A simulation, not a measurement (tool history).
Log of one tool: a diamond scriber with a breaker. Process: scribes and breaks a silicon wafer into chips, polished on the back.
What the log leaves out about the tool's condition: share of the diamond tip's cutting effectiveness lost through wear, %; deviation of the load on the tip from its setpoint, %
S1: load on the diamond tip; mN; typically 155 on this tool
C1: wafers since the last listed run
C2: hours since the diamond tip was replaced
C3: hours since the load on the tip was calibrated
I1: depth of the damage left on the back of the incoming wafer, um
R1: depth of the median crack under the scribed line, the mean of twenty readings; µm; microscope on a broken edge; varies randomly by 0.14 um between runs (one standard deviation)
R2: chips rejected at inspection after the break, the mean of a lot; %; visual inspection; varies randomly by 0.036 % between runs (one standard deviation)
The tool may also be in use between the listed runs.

run,hour,S1,C1,C2,C3,I1,R1,R2
1,0.0,187,0,817.8,143.4,0.02,9.36,0.78
2,95.2,187,320,913.0,238.6,0.02,8.95,0.77
3,170.4,187,253,988.2,313.8,0.02,8.57,0.91
# hour 206.0: diamond tip replaced by a new one
4,237.5,155,219,31.5,380.9,0.03,9.51,0.76
5,312.9,184,254,106.9,456.3,0.01,9.99,1.85
6,404.4,155,308,198.4,547.8,0.04,9.11,0.77
7,442.5,155,128,236.5,585.9,0.04,8.86,0.75
8,548.0,155,355,342.0,691.4,0.01,8.83,0.80
9,590.7,174,143,384.7,734.1,0.04,9.89,1.06
10,651.7,174,205,445.7,795.1,0.02,9.65,0.96
# hour 698.4: load on the tip recalibrated
11,750.1,174,324,544.1,51.7,0.04,9.53,0.85
12,811.0,178,205,605.0,112.6,0.03,9.40,0.92
13,855.1,178,148,649.1,156.7,0.04,9.81,0.86
14,957.1,178,343,751.1,258.7,0.04,9.31,0.79
15,1007.5,176,169,801.5,309.1,0.05,9.00,0.82
16,1050.4,176,144,844.4,352.0,0.04,9.06,0.76
# hour 1244.3: diamond tip replaced by a new one, of another model than before
17,1324.3,155,916,80.0,625.9,0.04,9.24,0.69
18,1507.3,169,616,263.0,808.9,0.01,9.70,0.82
# hour 1522.9: load on the tip recalibrated
19,1612.1,169,346,367.8,89.2,0.04,9.46,0.75
20,1712.1,189,337,467.8,189.2,0.01,9.43,1.21
21,1815.0,120,346,570.7,292.1,0.02,7.94,3.12
22,1854.4,186,132,610.1,331.5,0.05,9.69,0.88
23,1906.9,119,176,662.6,384.0,0.04,7.72,3.76
24,1957.0,168,168,712.7,434.1,0.01,9.01,0.83
25,2000.4,130,146,756.1,477.5,0.02,7.77,3.12
26,2054.8,155,183,810.5,531.9,0.04,8.71,1.43
27,2098.4,200,146,854.1,575.5,0.04,9.38,0.75
# hour 2236.3: load on the tip recalibrated
# hour 2259.3: diamond tip replaced by a new one
28,2397.7,193,995,138.4,161.4,0.02,10.00,1.44
29,2471.8,116,249,212.5,235.5,0.05,7.75,3.10
30,2512.0,134,135,252.7,275.7,0.03,8.14,1.61
31,2784.0,167,916,524.7,547.7,0.02,9.04,0.79
32,2869.0,111,286,609.7,632.7,0.04,7.52,5.14
33,2915.3,175,156,656.0,679.0,0.03,8.95,0.82
34,3005.2,155,303,745.9,768.9,0.05,8.15,1.53
35,3068.3,114,212,809.0,832.0,0.04,7.26,5.76
# hour 3091.8: load on the tip recalibrated
36,3113.2,155,144,853.9,21.4,0.02,8.24,2.06
37,3215.4,155,344,956.1,123.6,0.03,7.69,2.85
38,3270.7,143,186,1011.4,178.9,0.05,7.40,4.06
39,3334.2,180,214,1074.9,242.4,0.03,8.25,2.08

What if the next run were any one of these 5? Each begins from the tool's condition after run 39:
A,3334.8,155,2,1075.5,243.0,0.05,?,?
B,3334.8,136,2,1075.5,243.0,0.05,?,?
C,3334.8,132,2,1075.5,243.0,0.05,?,?
D,3334.8,142,2,1075.5,243.0,0.05,?,?
E,3334.8,191,2,1075.5,243.0,0.05,?,?

run,R1,R2
A,7.63,4.12
B,7.20,6.53
C,7.11,7.14
D,7.34,5.68
E,8.41,1.50
Had the tool no hidden state, the same runs would have come out as:
run,R1,R2
A,9.15,0.77
B,8.64,1.12
C,8.53,1.29
D,8.80,0.93
E,10.10,1.75
